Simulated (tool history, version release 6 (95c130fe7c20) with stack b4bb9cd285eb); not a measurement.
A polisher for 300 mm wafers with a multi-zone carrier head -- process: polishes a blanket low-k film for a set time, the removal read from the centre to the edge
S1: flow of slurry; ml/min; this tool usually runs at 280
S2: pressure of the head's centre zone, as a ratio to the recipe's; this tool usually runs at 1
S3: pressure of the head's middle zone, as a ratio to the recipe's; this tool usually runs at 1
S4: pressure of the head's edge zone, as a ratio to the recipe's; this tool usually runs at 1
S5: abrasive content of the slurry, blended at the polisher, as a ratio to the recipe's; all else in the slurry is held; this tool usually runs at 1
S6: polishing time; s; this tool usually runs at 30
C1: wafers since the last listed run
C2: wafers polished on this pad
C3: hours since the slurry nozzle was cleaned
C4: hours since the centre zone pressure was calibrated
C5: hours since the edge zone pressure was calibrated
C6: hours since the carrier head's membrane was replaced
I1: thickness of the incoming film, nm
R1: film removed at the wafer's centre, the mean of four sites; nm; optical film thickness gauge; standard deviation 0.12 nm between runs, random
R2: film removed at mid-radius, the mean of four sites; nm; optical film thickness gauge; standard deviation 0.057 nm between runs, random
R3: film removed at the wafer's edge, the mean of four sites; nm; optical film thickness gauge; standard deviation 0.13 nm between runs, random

run   hour   S1    S2    S3    S4   S5  S6   C1    C2     C3      C4     C5     C6     I1    R1    R2    R3
  1      0  280     1     1     1    1  35    0   236  165.7     972  363.2  722.7  746.8   9.6   9.3   9.3
  2   25.4  280     1     1     1    1  30  173   409  191.1   997.4  388.6  748.1  759.5   8.1   7.7     8
  3   39.3  280     1     1     1    1  30   94   504    205  1011.3  402.5    762    750   7.9   7.6     8
  4   61.1  280     1     1  0.93    1  30  148   653  226.8  1033.1  424.3  783.8    750   7.8   7.5   7.6
  5     81  280  1.09     1     1  0.8  30  135   789  246.7    1053  444.2  803.7  749.1   7.2   6.5   6.8
     106.1  -- carrier head's membrane replaced by a new one
       116  -- centre zone pressure recalibrated
     119.2  -- worn pad replaced by a new one
       131  -- slurry nozzle cleaned
  6  139.5  280  1.09     1     1  0.8  30  323   132    8.5    23.5  502.7   33.4  737.7   8.3   7.3   7.6
  7  159.7  280  1.03     1     1    1  30  137   269   28.7    43.7  522.9   53.6  745.1   8.9   8.1   8.4
  8  193.7  280     1     1     1    1  30  232   502   62.7    77.7  556.9   87.6  743.1   8.2     8   8.3
  9  221.6  280     1     1     1    1  30  190   692   90.6   105.6  584.8  115.5  747.1   8.2   7.8   7.9
 10  243.6  280     1     1     1    1  30  150   842  112.6   127.6  606.8  137.5  746.4     8   7.7     8
 11  266.9  235     1     1     1    1  30  159  1001  135.9   150.9  630.1  160.8  747.1   7.6   7.4   7.8
       274  -- worn pad replaced by a new one
     288.4  -- edge zone pressure recalibrated
 12  292.3  280  1.03  0.95     1    1  30  132   111  161.3   176.3    3.9  186.2  749.8   8.7   7.8   8.5
 13  307.3  340  1.04     1  0.93    1  30  102   213  176.3   191.3   18.9  201.2    751   8.8   8.2   8.3
 14  339.7  280     1     1     1    1  30  221   434  208.7   223.7   51.3  233.6  748.1     8   7.7   7.9
 15  365.6  280     1  0.94     1  1.2  39  176   611  234.6   249.6   77.2  259.5  755.1  11.2  10.3  11.4
 16  395.2  205  1.04     1  0.88  0.7  30  202   813  264.2   279.2  106.8  289.1  747.2   5.9   5.6   5.6
 17  415.9  280  0.93  1.07     1    1  30  141   955  284.9   299.9  127.5  309.8  738.9     7   7.6   7.6
     435.6  -- worn pad replaced by a new one
       445  -- slurry nozzle cleaned
 18  506.4  250  0.88  0.96  1.11    1  30  583   476   61.4   390.4    218  400.3  760.2   7.2   7.7   8.4
 19  525.1  280     1  0.91  1.03    1  30  127   604   80.1   409.1  236.7    419  761.7     8   7.3   8.3
 20  552.4  280     1     1     1  1.2  33  186   790  107.4   436.4    264  446.3  759.9   9.8   9.4   9.5
 21  582.6  350  0.91  1.06     1    1  30  206   997  137.6   466.6  294.2  476.5  746.1   7.3   8.1   7.9
 22  610.7  245  1.06     1     1  1.2  30  191  1188  165.7   494.7  322.3  504.6  747.5   8.8     8   8.3
     627.9  -- worn pad replaced by a new one
 23  633.3  245  1.07     1     1    1  38  127    36  188.3   517.3  344.9  527.2  755.6  11.1    10  10.6

Some steps in R1, run to run, broken into two amounts with sign: the step expected even without the hidden condition (settings, incoming material, random variation), and the rest, left for the hidden condition together with whatever gauge scatter is not in both the measured and the hidden-condition-free result:
What the log doesn't record here: removal rate lost through wear of the pad, %; slurry flow missing at the pad, %; deviation of the centre zone's pressure from its setpoint, %; deviation of the edge zone's pressure from its setpoint, %.
Run 5 -> 6: carrier head's membrane replaced by a new one, centre zone pressure recalibrated, worn pad replaced by a new one, slurry nozzle cleaned. R1 +1.1 nm: hidden state +1, all else +0.1.
Run 14 -> 15: S3 1 -> 0.94, S5 1 -> 1.2, S6 30 -> 39. R1 +3.2 nm: hidden state -0.6, all else +3.8.
Run 15 -> 16: S1 280 -> 205, S2 1 -> 1.04, S3 0.94 -> 1, S4 1 -> 0.88, S5 1.2 -> 0.7, S6 39 -> 30. R1 -5.3 nm: hidden state +0.3, all else -5.6.
Run 17 -> 18: S1 280 -> 250, S2 0.93 -> 0.88, S3 1.07 -> 0.96, S4 1 -> 1.11, worn pad replaced by a new one, slurry nozzle cleaned. R1 +0.2 nm: hidden state +0.8, all else -0.6.
